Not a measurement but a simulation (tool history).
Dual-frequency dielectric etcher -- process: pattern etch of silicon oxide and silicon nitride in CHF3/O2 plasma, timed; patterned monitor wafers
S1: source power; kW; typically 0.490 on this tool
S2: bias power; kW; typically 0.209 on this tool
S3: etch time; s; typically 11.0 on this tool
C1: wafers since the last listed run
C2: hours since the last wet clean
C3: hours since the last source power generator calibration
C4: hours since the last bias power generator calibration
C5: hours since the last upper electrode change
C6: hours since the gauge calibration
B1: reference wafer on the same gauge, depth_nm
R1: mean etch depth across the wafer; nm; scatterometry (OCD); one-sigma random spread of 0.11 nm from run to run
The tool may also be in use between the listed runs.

run 1 hour=0.0 | S1=0.490 S2=0.209 S3=11.0 | C1=0 C2=147.4 C3=17.6 C4=2296.9 C5=15.6 C6=559.0 | B1=16.66 | R1=15.60
run 2 hour=8.3 | S1=0.490 S2=0.209 S3=11.0 | C1=68 C2=155.7 C3=25.9 C4=2305.2 C5=23.9 C6=567.3 | B1=16.72 | R1=15.71
-- hour=11.9 gauge calibrated
run 3 hour=18.0 | S1=0.520 S2=0.209 S3=11.0 | C1=80 C2=165.4 C3=35.6 C4=2314.9 C5=33.6 C6=6.1 | B1=16.70 | R1=16.04
run 4 hour=26.3 | S1=0.520 S2=0.209 S3=11.0 | C1=68 C2=173.7 C3=43.9 C4=2323.2 C5=41.9 C6=14.4 | B1=16.69 | R1=15.96
run 5 hour=35.7 | S1=0.490 S2=0.229 S3=13.5 | C1=78 C2=183.1 C3=53.3 C4=2332.6 C5=51.3 C6=23.8 | B1=16.66 | R1=19.57
run 6 hour=43.4 | S1=0.490 S2=0.209 S3=11.0 | C1=63 C2=190.8 C3=61.0 C4=2340.3 C5=59.0 C6=31.5 | B1=16.68 | R1=15.65
run 7 hour=53.9 | S1=0.490 S2=0.209 S3=11.0 | C1=87 C2=201.3 C3=71.5 C4=2350.8 C5=69.5 C6=42.0 | B1=16.70 | R1=15.41
run 8 hour=66.4 | S1=0.490 S2=0.209 S3=11.0 | C1=103 C2=213.8 C3=84.0 C4=2363.3 C5=82.0 C6=54.5 | B1=16.69 | R1=15.29
run 9 hour=75.0 | S1=0.490 S2=0.209 S3=12.5 | C1=71 C2=222.4 C3=92.6 C4=2371.9 C5=90.6 C6=63.1 | B1=16.71 | R1=17.55
run 10 hour=89.1 | S1=0.420 S2=0.182 S3=12.0 | C1=117 C2=236.5 C3=106.7 C4=2386.0 C5=104.7 C6=77.2 | B1=16.71 | R1=15.24
run 11 hour=96.1 | S1=0.400 S2=0.249 S3=11.0 | C1=58 C2=243.5 C3=113.7 C4=2393.0 C5=111.7 C6=84.2 | B1=16.67 | R1=14.77
run 12 hour=104.7 | S1=0.490 S2=0.240 S3=11.0 | C1=71 C2=252.1 C3=122.3 C4=2401.6 C5=120.3 C6=92.8 | B1=16.69 | R1=16.23
run 13 hour=116.2 | S1=0.580 S2=0.209 S3=11.0 | C1=95 C2=263.6 C3=133.8 C4=2413.1 C5=131.8 C6=104.3 | B1=16.67 | R1=16.53
run 14 hour=123.3 | S1=0.440 S2=0.254 S3=13.5 | C1=58 C2=270.7 C3=140.9 C4=2420.2 C5=138.9 C6=111.4 | B1=16.69 | R1=19.05
run 15 hour=139.7 | S1=0.610 S2=0.161 S3=14.0 | C1=136 C2=287.1 C3=157.3 C4=2436.6 C5=155.3 C6=127.8 | B1=16.72 | R1=20.15
run 16 hour=152.1 | S1=0.380 S2=0.209 S3=13.5 | C1=103 C2=299.5 C3=169.7 C4=2449.0 C5=167.7 C6=140.2 | B1=16.70 | R1=16.60
run 17 hour=161.1 | S1=0.490 S2=0.209 S3=11.0 | C1=74 C2=308.5 C3=178.7 C4=2458.0 C5=176.7 C6=149.2 | B1=16.67 | R1=15.53
-- hour=190.7 bias power generator calibrated
run 18 hour=192.9 | S1=0.380 S2=0.259 S3=9.0 | C1=231 C2=340.3 C3=210.5 C4=2.2 C5=208.5 C6=181.0 | B1=16.68 | R1=11.78
run 19 hour=205.8 | S1=0.490 S2=0.165 S3=9.0 | C1=107 C2=353.2 C3=223.4 C4=15.1 C5=221.4 C6=193.9 | B1=16.67 | R1=11.77
run 20 hour=218.8 | S1=0.490 S2=0.209 S3=11.0 | C1=108 C2=366.2 C3=236.4 C4=28.1 C5=234.4 C6=206.9 | B1=16.70 | R1=15.03
-- hour=246.7 wet clean of the chamber
run 21 hour=247.2 | S1=0.550 S2=0.209 S3=11.0 | C1=36 C2=0.5 C3=264.8 C4=56.5 C5=262.8 C6=235.3 | B1=16.70 | R1=16.97
run 22 hour=247.5 | S1=0.460 S2=0.209 S3=11.0 | C1=2 C2=0.8 C3=265.1 C4=56.8 C5=263.1 C6=235.6 | B1=16.70 | R1=15.33
run 23 hour=288.2 | S1=0.490 S2=0.232 S3=14.0 | C1=338 C2=41.5 C3=305.8 C4=97.5 C5=303.8 C6=276.3 | B1=16.72 | R1=20.76
run 24 hour=297.8 | S1=0.490 S2=0.241 S3=13.5 | C1=79 C2=51.1 C3=315.4 C4=107.1 C5=313.4 C6=285.9 | B1=16.70 | R1=20.24
run 25 hour=310.6 | S1=0.490 S2=0.233 S3=11.0 | C1=106 C2=63.9 C3=328.2 C4=119.9 C5=326.2 C6=298.7 | B1=16.69 | R1=16.39
run 26 hour=321.6 | S1=0.610 S2=0.177 S3=10.0 | C1=91 C2=74.9 C3=339.2 C4=130.9 C5=337.2 C6=309.7 | B1=16.67 | R1=15.14
run 27 hour=331.9 | S1=0.490 S2=0.209 S3=11.0 | C1=85 C2=85.2 C3=349.5 C4=141.2 C5=347.5 C6=320.0 | B1=16.70 | R1=15.77
run 28 hour=342.8 | S1=0.590 S2=0.209 S3=11.0 | C1=90 C2=96.1 C3=360.4 C4=152.1 C5=358.4 C6=330.9 | B1=16.75 | R1=17.07
run 29 hour=359.6 | S1=0.420 S2=0.209 S3=11.0 | C1=139 C2=112.9 C3=377.2 C4=168.9 C5=375.2 C6=347.7 | B1=16.68 | R1=14.64
run 30 hour=374.9 | S1=0.380 S2=0.209 S3=8.0 | C1=127 C2=128.2 C3=392.5 C4=184.2 C5=390.5 C6=363.0 | B1=16.70 | R1=10.16

Branching from run 30: 4 alternative next runs. What would each branch give?
run A hour=375.3 | S1=0.490 S2=0.209 S3=11.0 | C1=3 C2=128.6 C3=392.9 C4=184.6 C5=390.9 C6=363.4 | B1=? | R1=?
run B hour=375.3 | S1=0.490 S2=0.227 S3=7.5 | C1=3 C2=128.6 C3=392.9 C4=184.6 C5=390.9 C6=363.4 | B1=? | R1=?
run C hour=375.3 | S1=0.390 S2=0.209 S3=13.5 | C1=3 C2=128.6 C3=392.9 C4=184.6 C5=390.9 C6=363.4 | B1=? | R1=?
run D hour=375.3 | S1=0.490 S2=0.209 S3=12.0 | C1=3 C2=128.6 C3=392.9 C4=184.6 C5=390.9 C6=363.4 | B1=? | R1=?

run=A B1=16.72 R1=15.55
run=B B1=16.72 R1=10.83
run=C B1=16.72 R1=17.21
run=D B1=16.72 R1=16.97
With the hidden condition removed and each run's random variation left untouched, the same runs would have given:
run=A R1=15.65
run=B R1=10.90
run=C R1=17.32
run=D R1=17.08
